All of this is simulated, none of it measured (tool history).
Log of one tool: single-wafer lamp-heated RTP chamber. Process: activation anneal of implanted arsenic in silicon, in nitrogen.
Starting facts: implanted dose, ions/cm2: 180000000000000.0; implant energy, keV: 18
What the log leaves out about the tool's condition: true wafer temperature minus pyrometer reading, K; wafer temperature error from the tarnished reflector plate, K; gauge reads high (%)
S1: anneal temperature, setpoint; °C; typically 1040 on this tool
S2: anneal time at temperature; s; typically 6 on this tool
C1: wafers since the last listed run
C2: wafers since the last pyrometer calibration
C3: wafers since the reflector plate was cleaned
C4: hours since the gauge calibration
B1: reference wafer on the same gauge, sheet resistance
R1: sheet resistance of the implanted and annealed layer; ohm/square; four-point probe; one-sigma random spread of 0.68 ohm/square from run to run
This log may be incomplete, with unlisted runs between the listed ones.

run   hour    S1  S2    C1    C2    C3      C4      B1      R1
  1    0.0  1040   7     0   849  1140   488.6  501.59  447.11
  2   32.9  1040   7   757  1606  1897   521.5  501.36  446.21
  3   67.9  1040   4   805  2412  2703   556.5  501.16  447.86
  4   86.5  1040   4   428  2840  3131   575.1  501.46  448.89
  5  103.9  1040   6   400  3240  3532   592.5  501.36  446.42
  6  121.6  1040   6   407  3648  3939   610.2  501.21  446.16
     146.0  -- reflector plate cleaned
  7  155.9  1040   6   605  4253   227   644.5  501.23  446.16
     185.1  -- pyrometer window cleaned and pyrometer calibrated
  8  185.6  1040   6   499    12   726   674.2  501.17  446.73
  9  203.7  1040   6   416   428  1143   692.3  500.80  446.47
 10  231.7  1040   6   644  1073  1787   720.3  501.08  446.31
 11  267.0  1025   7   812  1885  2600   755.6  500.85  447.56
 12  285.4  1040   6   423  2309  3023   774.0  500.67  445.62
 13  318.5  1040   6   761  3071  3785   807.1  500.79  446.48
     377.8  -- reflector plate cleaned
 14  387.8  1040   6  1411  4482   231   876.4  500.50  446.67
 15  423.4  1023   6   819  5302  1050   912.0  500.39  447.61
 16  438.2  1023   6   340  5642  1391   926.8  500.77  448.35
     451.3  -- pyrometer window cleaned and pyrometer calibrated
 17  451.8  1023   6   128    12  1520   940.4  500.75  447.51
 18  472.1  1040   6   467   479  1987   960.7  500.60  444.96
 19  499.6  1040   6   633  1112  2620   988.2  500.54  445.11
 20  520.3  1061   3   476  1589  3097  1008.9  500.95  446.30
 21  549.0  1062   8   660  2250  3757  1037.6  500.46  441.86
 22  574.6  1020   9   589  2839  4347  1063.2  500.20  446.37
 23  599.4  1040   7   570  3409  4917  1088.0  500.43  445.45
     607.4  -- reflector plate cleaned
 24  624.8  1054   9   401  3810   401  1113.4  500.27  442.84
     632.3  -- gauge calibrated
 25  652.0  1053   9   626  4436  1027    19.7  505.02  448.01
     687.5  -- pyrometer window cleaned and pyrometer calibrated
 26  688.0  1040   6   644    12  1671    55.7  504.46  449.55
 27  714.7  1014   7   614   627  2286    82.4  504.29  450.12
 28  739.7  1040   6   575  1202  2861   107.4  503.79  448.97
 29  770.5  1012   3   708  1911  3570   138.2  503.39  452.75
 30  789.1  1070   6   428  2339  3999   156.8  503.42  445.90
 31  820.7  1040   6   727  3067  4726   188.4  503.03  446.80
 32  833.0  1050   9   283  3350  5009   200.7  502.81  444.70
     843.9  -- reflector plate cleaned
 33  851.3  1070   8   237  3587   171   219.0  502.68  443.23
 34  883.0  1030   8   729  4317   901   250.7  502.51  448.04
 35  911.9  1054   8   665  4982  1566   279.6  502.04  443.74
 36  942.4  1054   9   702  5684  2268   310.1  501.74  443.01

Results per run with the tool's hidden condition removed, run-to-run variation unchanged:
run      R1
  1  451.00
  2  450.22
  3  452.00
  4  453.09
  5  450.65
  6  450.44
  7  450.52
  8  451.16
  9  450.93
 10  450.83
 11  452.16
 12  450.23
 13  451.15
 14  451.43
 15  452.43
 16  453.19
 17  452.36
 18  449.79
 19  449.97
 20  451.19
 21  446.72
 22  451.30
 23  450.39
 24  447.76
 25  448.73
 26  450.78
 27  451.71
 28  450.86
 29  455.00
 30  448.31
 31  449.52
 32  447.51
 33  446.20
 34  451.30
 35  447.17
 36  446.64
